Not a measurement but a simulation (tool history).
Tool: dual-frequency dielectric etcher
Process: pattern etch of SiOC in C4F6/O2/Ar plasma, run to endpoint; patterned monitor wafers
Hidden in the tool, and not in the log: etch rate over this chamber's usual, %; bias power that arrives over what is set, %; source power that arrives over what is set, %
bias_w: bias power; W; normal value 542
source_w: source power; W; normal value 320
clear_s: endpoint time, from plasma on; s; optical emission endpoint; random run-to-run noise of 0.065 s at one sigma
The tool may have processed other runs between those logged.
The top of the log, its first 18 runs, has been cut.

run	hour	bias_w	source_w	wafers since the last listed run	hours since the last wet clean	hours since the last bias power generator calibration	hours since the last source power generator calibration	hours since the last upper electrode change	incoming incoming film thickness, nm	clear_s
19	231.9	542	320	206	37.5	61.0	26.0	54.1	42.93	13.6
20	248.0	507	290	283	53.6	77.1	42.1	70.2	43.73	14.5
# hour 276.1: wet clean of the chamber, repeated, since the last time left the tool worse
21	276.6	629	300	81	0.5	105.7	70.7	98.8	43.21	13.9
22	277.0	542	320	7	0.9	106.1	71.1	99.2	43.36	14.6
23	288.1	468	360	195	12.0	117.2	82.2	110.3	43.01	14.8
24	301.6	542	320	237	25.5	130.7	95.7	123.8	43.93	14.7
25	314.0	485	320	218	37.9	143.1	108.1	136.2	43.62	15.3
26	321.6	440	250	133	45.5	150.7	115.7	143.8	43.40	16.8
27	332.5	644	380	191	56.4	161.6	126.6	154.7	42.84	12.8
28	349.0	596	250	290	72.9	178.1	143.1	171.2	43.36	14.8
29	363.4	542	320	253	87.3	192.5	157.5	185.6	43.39	14.6
30	371.5	542	320	142	95.4	200.6	165.6	193.7	43.52	14.5
31	383.8	618	400	216	107.7	212.9	177.9	206.0	43.49	13.1
32	394.9	582	370	195	118.8	224.0	189.0	217.1	43.22	13.4
33	403.0	608	250	142	126.9	232.1	197.1	225.2	43.10	14.6

Consider 4 possible next runs. They are alternatives, not a sequence: every one starts from the tool as it was left by run 33. What does each give?
A	403.4	643	320	7	127.3	232.5	197.5	225.6	43.01	?
B	403.4	618	370	7	127.3	232.5	197.5	225.6	43.01	?
C	403.4	659	270	7	127.3	232.5	197.5	225.6	43.01	?
D	403.4	610	350	7	127.3	232.5	197.5	225.6	43.01	?

run	clear_s
A	13.4
B	13.1
C	13.8
D	13.4
Had the tool no hidden state, the same runs would have come out as:
run	clear_s
A	13.6
B	13.3
C	14.0
D	13.6

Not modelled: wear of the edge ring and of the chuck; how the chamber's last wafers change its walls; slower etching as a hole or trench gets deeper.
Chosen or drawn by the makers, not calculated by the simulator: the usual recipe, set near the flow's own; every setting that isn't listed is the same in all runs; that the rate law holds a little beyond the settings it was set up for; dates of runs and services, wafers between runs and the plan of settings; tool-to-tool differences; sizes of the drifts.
